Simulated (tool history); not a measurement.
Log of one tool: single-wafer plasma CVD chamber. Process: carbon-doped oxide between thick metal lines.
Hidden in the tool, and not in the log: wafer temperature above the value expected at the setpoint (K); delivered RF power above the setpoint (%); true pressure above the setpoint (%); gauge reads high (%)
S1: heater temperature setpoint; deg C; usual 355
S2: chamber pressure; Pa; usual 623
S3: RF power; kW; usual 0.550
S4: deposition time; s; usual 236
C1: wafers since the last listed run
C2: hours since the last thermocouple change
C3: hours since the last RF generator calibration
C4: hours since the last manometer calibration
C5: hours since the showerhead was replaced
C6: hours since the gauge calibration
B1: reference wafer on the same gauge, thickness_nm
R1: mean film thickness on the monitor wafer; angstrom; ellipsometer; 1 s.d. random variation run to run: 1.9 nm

Run 1, hour 0.0: usual settings; C1 0; C2 2757.7; C3 2283.5; C4 2576.8; C5 3549.4; C6 133.2; B1 1310.223. Result: R1 12279.02 angstrom.
Run 2, hour 7.0: usual settings; C1 31; C2 2764.7; C3 2290.5; C4 2583.8; C5 3556.4; C6 140.2; B1 1310.917. Result: R1 12318.75 angstrom.
Run 3, hour 23.3: usual settings; C1 73; C2 2781.0; C3 2306.8; C4 2600.1; C5 3572.7; C6 156.5; B1 1309.517. Result: R1 12302.16 angstrom.
Run 4, hour 33.6: usual settings; C1 46; C2 2791.3; C3 2317.1; C4 2610.4; C5 3583.0; C6 166.8; B1 1309.913. Result: R1 12327.27 angstrom.
Run 5, hour 48.7: usual settings but S1 344 deg C; C1 67; C2 2806.4; C3 2332.2; C4 2625.5; C5 3598.1; C6 181.9; B1 1309.462. Result: R1 12661.65 angstrom.
Run 6, hour 55.1: usual settings but S1 344 deg C; C1 28; C2 2812.8; C3 2338.6; C4 2631.9; C5 3604.5; C6 188.3; B1 1310.400. Result: R1 12630.68 angstrom.
Run 7, hour 62.2: usual settings but S1 344 deg C; C1 31; C2 2819.9; C3 2345.7; C4 2639.0; C5 3611.6; C6 195.4; B1 1308.885. Result: R1 12662.95 angstrom.
At hour 80.8: capacitance manometer re-zeroed and calibrated.
At hour 83.1: RF generator calibrated.
Run 8, hour 83.6: usual settings; C1 49; C2 2841.3; C3 0.5; C4 2.8; C5 3633.0; C6 216.8; B1 1310.239. Result: R1 11969.78 angstrom.
Run 9, hour 88.5: usual settings; C1 21; C2 2846.2; C3 5.4; C4 7.7; C5 3637.9; C6 221.7; B1 1309.033. Result: R1 11986.13 angstrom.
Run 10, hour 106.1: usual settings; C1 78; C2 2863.8; C3 23.0; C4 25.3; C5 3655.5; C6 239.3; B1 1311.075. Result: R1 11953.89 angstrom.
Run 11, hour 118.4: usual settings but S2 561 Pa; C1 55; C2 2876.1; C3 35.3; C4 37.6; C5 3667.8; C6 251.6; B1 1310.373. Result: R1 11791.13 angstrom.
At hour 128.9: showerhead replaced.
At hour 137.6: RF generator calibrated, repeated, since the last time left the tool worse.
Run 12, hour 138.1: usual settings but S2 532 Pa, S4 203 s; C1 16; C2 2895.8; C3 0.5; C4 57.3; C5 9.2; C6 271.3; B1 1310.006. Result: R1 10601.82 angstrom.
At hour 143.4: gauge calibrated.
Run 13, hour 145.8: usual settings; C1 34; C2 2903.5; C3 8.2; C4 65.0; C5 16.9; C6 2.4; B1 1309.579. Result: R1 12650.07 angstrom.
Run 14, hour 155.7: usual settings but S1 351 deg C, S2 753 Pa, S3 0.500 kW, S4 208 s; C1 44; C2 2913.4; C3 18.1; C4 74.9; C5 26.8; C6 12.3; B1 1309.623. Result: R1 11036.46 angstrom.
Run 15, hour 170.7: usual settings; C1 67; C2 2928.4; C3 33.1; C4 89.9; C5 41.8; C6 27.3; B1 1309.531. Result: R1 12624.45 angstrom.
Run 16, hour 180.6: usual settings but S1 370 deg C; C1 44; C2 2938.3; C3 43.0; C4 99.8; C5 51.7; C6 37.2; B1 1309.332. Result: R1 12185.23 angstrom.
Run 17, hour 193.3: usual settings but S1 344 deg C, S2 772 Pa; C1 56; C2 2951.0; C3 55.7; C4 112.5; C5 64.4; C6 49.9; B1 1310.033. Result: R1 13374.09 angstrom.
At hour 208.9: thermocouple changed; heater temperature recalibrated.
Run 18, hour 209.9: usual settings; C1 38; C2 1.0; C3 72.3; C4 129.1; C5 81.0; C6 66.5; B1 1310.035. Result: R1 12654.25 angstrom.
Run 19, hour 219.5: usual settings but S1 344 deg C, S2 772 Pa; C1 42; C2 10.6; C3 81.9; C4 138.7; C5 90.6; C6 76.1; B1 1310.634. Result: R1 13387.66 angstrom.
Run 20, hour 229.9: usual settings but S1 341 deg C, S4 257 s; C1 46; C2 21.0; C3 92.3; C4 149.1; C5 101.0; C6 86.5; B1 1309.072. Result: R1 14318.46 angstrom.
Run 21, hour 238.9: usual settings but S2 687 Pa, S4 252 s; C1 40; C2 30.0; C3 101.3; C4 158.1; C5 110.0; C6 95.5; B1 1309.379. Result: R1 13653.16 angstrom.
Run 22, hour 256.5: usual settings but S1 366 deg C, S2 761 Pa; C1 78; C2 47.6; C3 118.9; C4 175.7; C5 127.6; C6 113.1; B1 1310.448. Result: R1 12653.67 angstrom.
Run 23, hour 263.4: usual settings but S1 347 deg C, S2 541 Pa, S3 0.500 kW, S4 257 s; C1 30; C2 54.5; C3 125.8; C4 182.6; C5 134.5; C6 120.0; B1 1309.452. Result: R1 13104.98 angstrom.

Results for each run, recomputed without the tool's hidden state and with each run's random variation untouched:
run        R1
  1  12637.26
  2  12680.12
  3  12667.63
  4  12696.41
  5  13045.24
  6  13015.22
  7  13050.57
  8  12665.71
  9  12683.02
 10  12648.93
 11  12476.75
 12  10631.01
 13  12684.91
 14  11066.87
 15  12659.29
 16  12218.89
 17  13411.11
 18  12689.41
 19  13424.95
 20  14358.46
 21  13691.42
 22  12689.35
 23  13142.03

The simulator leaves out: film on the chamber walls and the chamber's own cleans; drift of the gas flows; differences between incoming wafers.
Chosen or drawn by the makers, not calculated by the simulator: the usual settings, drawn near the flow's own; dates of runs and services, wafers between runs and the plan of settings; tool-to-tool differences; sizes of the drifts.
